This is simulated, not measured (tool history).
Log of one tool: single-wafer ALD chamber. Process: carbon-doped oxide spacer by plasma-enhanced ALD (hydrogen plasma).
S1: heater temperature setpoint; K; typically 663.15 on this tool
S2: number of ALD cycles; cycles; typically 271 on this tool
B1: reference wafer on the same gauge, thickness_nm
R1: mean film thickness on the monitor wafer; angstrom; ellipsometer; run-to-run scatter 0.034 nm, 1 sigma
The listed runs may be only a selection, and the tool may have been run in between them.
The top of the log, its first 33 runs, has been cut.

run 34 day=81.812 | S1=648.15 S2=271 | B1=13.310 | R1=134.99
run 35 day=83.625 | S1=663.15 S2=302 | B1=13.294 | R1=149.62
run 36 day=91.375 | S1=675.15 S2=285 | B1=13.302 | R1=140.21
run 37 day=94.104 | S1=668.15 S2=253 | B1=13.312 | R1=125.84
run 38 day=96.696 | S1=663.15 S2=227 | B1=13.290 | R1=112.44
run 39 day=99.004 | S1=668.15 S2=235 | B1=13.283 | R1=117.00
run 40 day=100.017 | S1=663.15 S2=271 | B1=13.302 | R1=134.52
run 41 day=101.517 | S1=656.15 S2=292 | B1=13.297 | R1=144.71
run 42 day=103.621 | S1=663.15 S2=271 | B1=13.303 | R1=133.55
run 43 day=104.829 | S1=655.15 S2=295 | B1=13.305 | R1=145.80
run 44 day=107.383 | S1=663.15 S2=229 | B1=13.300 | R1=113.52

Branching from run 44: 5 alternative next runs. What would each branch give?
run A day=107.417 | S1=663.15 S2=271 | B1=? | R1=?
run B day=107.417 | S1=655.15 S2=229 | B1=? | R1=?
run C day=107.417 | S1=663.15 S2=312 | B1=? | R1=?
run D day=107.417 | S1=652.15 S2=321 | B1=? | R1=?
run E day=107.417 | S1=667.15 S2=242 | B1=? | R1=?

run=A B1=13.304 R1=134.47
run=B B1=13.304 R1=113.63
run=C B1=13.304 R1=154.81
run=D B1=13.304 R1=159.28
run=E B1=13.304 R1=120.08
Stripped of hidden state, with their random variation kept, the same runs would have yielded:
run=A R1=134.47
run=B R1=113.63
run=C R1=154.81
run=D R1=159.28
run=E R1=120.08
